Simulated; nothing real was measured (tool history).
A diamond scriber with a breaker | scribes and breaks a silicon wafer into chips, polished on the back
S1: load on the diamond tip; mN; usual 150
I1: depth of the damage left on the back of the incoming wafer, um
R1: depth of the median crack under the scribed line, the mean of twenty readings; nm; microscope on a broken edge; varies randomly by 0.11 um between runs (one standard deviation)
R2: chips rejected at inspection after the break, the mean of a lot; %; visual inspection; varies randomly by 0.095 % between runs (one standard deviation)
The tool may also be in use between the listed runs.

run     day   S1    I1    R1     R2
  1   0.000  150  0.01  6270   2.82
  2   0.738  150  0.01  6370   3.47
  3   1.196  150  0.03  6300   3.22
  4   1.825  183  0.03  7420   1.95
  5   2.525  183  0.05  7450   1.95
  6   2.796  150  0.03  6140   3.00
  7   3.121  150  0.03  5900   3.38
  8   3.408  182  0.02  7610   1.71
  9   3.804  178  0.02  7240   1.41
 10   4.542  118  0.04  4520  19.32
 11   4.950  150  0.05  6080   3.75
 12   5.392  150  0.01  5960   3.28
 13   6.138  150  0.03  6070   3.73
 14   6.567  150  0.02  6230   3.36
 15   7.196  150  0.04  5940   3.96
 16   7.867  150  0.02  5950   4.16
 17   8.292  150  0.01  5910   4.24
 18   8.767  150  0.04  5850   3.86
 19   9.479  150  0.04  6040   4.56
 20   9.954  170  0.04  6680   1.43
 21  10.396  150  0.05  5970   4.29
 22  10.938  181  0.04  7190   1.46
 23  11.346  190  0.02  7470   1.79
     11.475  -- load on the tip recalibrated
 24  11.896  122  0.05  5540   6.92
 25  14.112  187  0.05  8710   5.01
 26  14.546  150  0.03  6970   1.30
     14.646  -- diamond tip replaced by a new one
 27  15.083  173  0.02  8190   3.25
 28  15.650  150  0.02  6830   1.36
 29  15.950  189  0.01  8470   6.18

What does the tool deliver on the next run?
 30  16.596  139  0.05   ?   ?

R1: 6580 nm
R2: 2.34 %
With the hidden condition absent and the run-to-run variation left alone, this run would have shown R1 6640 nm, R2 2.17 %.
